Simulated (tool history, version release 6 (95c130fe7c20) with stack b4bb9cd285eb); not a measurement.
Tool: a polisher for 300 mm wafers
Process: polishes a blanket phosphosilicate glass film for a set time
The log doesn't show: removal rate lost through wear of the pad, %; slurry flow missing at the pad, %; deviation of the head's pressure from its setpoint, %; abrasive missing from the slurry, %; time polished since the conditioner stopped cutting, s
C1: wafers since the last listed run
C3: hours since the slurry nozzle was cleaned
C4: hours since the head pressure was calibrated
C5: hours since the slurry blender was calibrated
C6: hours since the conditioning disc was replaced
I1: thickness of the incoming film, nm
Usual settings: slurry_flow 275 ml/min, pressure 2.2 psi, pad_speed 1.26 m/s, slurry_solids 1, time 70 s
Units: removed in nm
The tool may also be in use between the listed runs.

Run 1, hour 0: usual settings; C1 0; wafers polished on this pad 1016; C3 523.4; C4 507.5; C5 261.2; C6 16.3; I1 2666.3. Result: removed 437.5 nm.
Run 2, hour 89.7: usual settings; C1 724; wafers polished on this pad 1740; C3 613.1; C4 597.2; C5 350.9; C6 106; I1 2679.2. Result: removed 442.5 nm.
Run 3, hour 152.1: usual settings; C1 503; wafers polished on this pad 2244; C3 675.5; C4 659.6; C5 413.3; C6 168.4; I1 2651.8. Result: removed 442.5 nm.
Run 4, hour 200.7: usual settings but slurry_flow 350 ml/min, pressure 3 psi, slurry_solids 0.8, time 46 s; C1 392; wafers polished on this pad 2636; C3 724.1; C4 708.2; C5 461.9; C6 217; I1 2645.1. Result: removed 326.2 nm.
At hour 242.6: slurry nozzle cleaned.
Run 5, hour 243.4: usual settings but slurry_flow 230 ml/min, pressure 1.8 psi, pad_speed 1.02 m/s; C1 336; wafers polished on this pad 2973; C3 0.8; C4 750.9; C5 504.6; C6 259.7; I1 2610.1. Result: removed 310.7 nm.
Run 6, hour 339.7: usual settings but slurry_solids 0.85; C1 777; wafers polished on this pad 3751; C3 97.1; C4 847.2; C5 600.9; C6 356; I1 2665.7. Result: removed 385.1 nm.
Run 7, hour 405.3: usual settings but slurry_flow 355 ml/min, pressure 3 psi; C1 529; wafers polished on this pad 4280; C3 162.7; C4 912.8; C5 666.5; C6 421.6; I1 2686.4. Result: removed 579.3 nm.
At hour 445.1: worn pad replaced by a new one.
At hour 450.3: slurry blender recalibrated.
Run 8, hour 505.9: usual settings; C1 763; wafers polished on this pad 474; C3 263.3; C4 1013.4; C5 55.6; C6 522.2; I1 2597.7. Result: removed 469.6 nm.
At hour 509.4: head pressure recalibrated.
Run 9, hour 583: usual settings but slurry_flow 195 ml/min, pad_speed 0.98 m/s, time 52 s; C1 606; wafers polished on this pad 1080; C3 340.4; C4 73.6; C5 132.7; C6 599.3; I1 2619.6. Result: removed 251.1 nm.
At hour 615.5: conditioning disc replaced and pad reconditioned.
Run 10, hour 664.7: usual settings but pressure 1.6 psi, slurry_solids 1.1; C1 643; wafers polished on this pad 1724; C3 422.1; C4 155.3; C5 214.4; C6 49.2; I1 2665.4. Result: removed 352 nm.
Run 11, hour 736.8: usual settings but pressure 2.8 psi, pad_speed 1.62 m/s, slurry_solids 0.9, time 58 s; C1 582; wafers polished on this pad 2306; C3 494.2; C4 227.4; C5 286.5; C6 121.3; I1 2635.1. Result: removed 480.5 nm.
Run 12, hour 859.1: usual settings but slurry_flow 215 ml/min, pressure 2.6 psi; C1 987; wafers polished on this pad 3294; C3 616.5; C4 349.7; C5 408.8; C6 243.6; I1 2621.1. Result: removed 463.9 nm.
Run 13, hour 929.7: usual settings but pressure 1.4 psi, pad_speed 1.56 m/s, slurry_solids 0.7; C1 570; wafers polished on this pad 3864; C3 687.1; C4 420.3; C5 479.4; C6 314.2; I1 2653.2. Result: removed 270.8 nm.
At hour 967.8: slurry nozzle cleaned.
Run 14, hour 978.2: usual settings; C1 383; wafers polished on this pad 4247; C3 10.4; C4 468.8; C5 527.9; C6 362.7; I1 2660.9. Result: removed 418 nm.
At hour 1033.5: slurry blender recalibrated.
Run 15, hour 1043.7: usual settings but slurry_flow 225 ml/min, pad_speed 1.14 m/s; C1 512; wafers polished on this pad 4760; C3 75.9; C4 534.3; C5 10.2; C6 428.2; I1 2687. Result: removed 443.7 nm.
Run 16, hour 1086.9: usual settings but pressure 2.6 psi, pad_speed 1.56 m/s; C1 348; wafers polished on this pad 5109; C3 119.1; C4 577.5; C5 53.4; C6 471.4; I1 2651.3. Result: removed 635.6 nm.
At hour 1097.7: worn pad replaced by a new one.
Run 17, hour 1149.2: usual settings but slurry_flow 190 ml/min, pressure 2.7 psi, pad_speed 1.68 m/s, time 77 s; C1 470; wafers polished on this pad 415; C3 181.4; C4 639.8; C5 115.7; C6 533.7; I1 2635.8. Result: removed 735 nm.
At hour 1202.3: conditioning disc replaced and pad reconditioned.
Run 18, hour 1206.4: usual settings but slurry_solids 0.9, time 49 s; C1 445; wafers polished on this pad 861; C3 238.6; C4 697; C5 172.9; C6 4.1; I1 2669.6. Result: removed 301 nm.
Run 19, hour 1265.1: usual settings but slurry_flow 190 ml/min, slurry_solids 0.9; C1 473; wafers polished on this pad 1335; C3 297.3; C4 755.7; C5 231.6; C6 62.8; I1 2673.1. Result: removed 408.2 nm.
Run 20, hour 1330: usual settings but pressure 2.6 psi, time 61 s; C1 524; wafers polished on this pad 1859; C3 362.2; C4 820.6; C5 296.5; C6 127.7; I1 2649.8. Result: removed 442 nm.
At hour 1403.7: head pressure recalibrated.
Run 21, hour 1426: usual settings; C1 759; wafers polished on this pad 2618; C3 458.2; C4 22.3; C5 392.5; C6 223.7; I1 2677.8. Result: removed 393.8 nm.
Run 22, hour 1542.8: usual settings; C1 943; wafers polished on this pad 3561; C3 575; C4 139.1; C5 509.3; C6 340.5; I1 2633.1. Result: removed 404 nm.
Run 23, hour 1604.6: usual settings but slurry_flow 235 ml/min, time 78 s; C1 499; wafers polished on this pad 4060; C3 636.8; C4 200.9; C5 571.1; C6 402.3; I1 2638. Result: removed 456.1 nm.
At hour 1610.7: slurry blender recalibrated.
Run 24, hour 1661.3: usual settings but pad_speed 0.84 m/s; C1 441; wafers polished on this pad 4502; C3 693.5; C4 257.6; C5 50.6; C6 459; I1 2645.6. Result: removed 325.5 nm.
Run 25, hour 1766.3: usual settings but pressure 2.7 psi, slurry_solids 1.25, time 60 s; C1 847; wafers polished on this pad 5350; C3 798.5; C4 362.6; C5 155.6; C6 564; I1 2621.2. Result: removed 506.4 nm.

Forecast each of these 4 alternatives for the next run:
Run A, hour 1766.8: usual settings but time 60 s; C1 4; wafers polished on this pad 5354; C3 799; C4 363.1; C5 156.1; C6 564.5; I1 2615.1. Result: removed ?.
Run B, hour 1766.8: usual settings but pressure 2.9 psi, pad_speed 0.86 m/s, time 81 s; C1 4; wafers polished on this pad 5354; C3 799; C4 363.1; C5 156.1; C6 564.5; I1 2615.1. Result: removed ?.
Run C, hour 1766.8: usual settings but slurry_flow 320 ml/min, pad_speed 1.48 m/s, slurry_solids 0.9; C1 4; wafers polished on this pad 5354; C3 799; C4 363.1; C5 156.1; C6 564.5; I1 2615.1. Result: removed ?.
Run D, hour 1766.8: usual settings but pressure 2.9 psi, pad_speed 0.98 m/s, slurry_solids 1.2; C1 4; wafers polished on this pad 5354; C3 799; C4 363.1; C5 156.1; C6 564.5; I1 2615.1. Result: removed ?.

run  removed
  A    388.3
  B    485.8
  C    490.1
  D    514.1
Without the tool's hidden state the same runs would have given:
run  removed
  A      394
  B    492.9
  C    499.5
  D    517.6
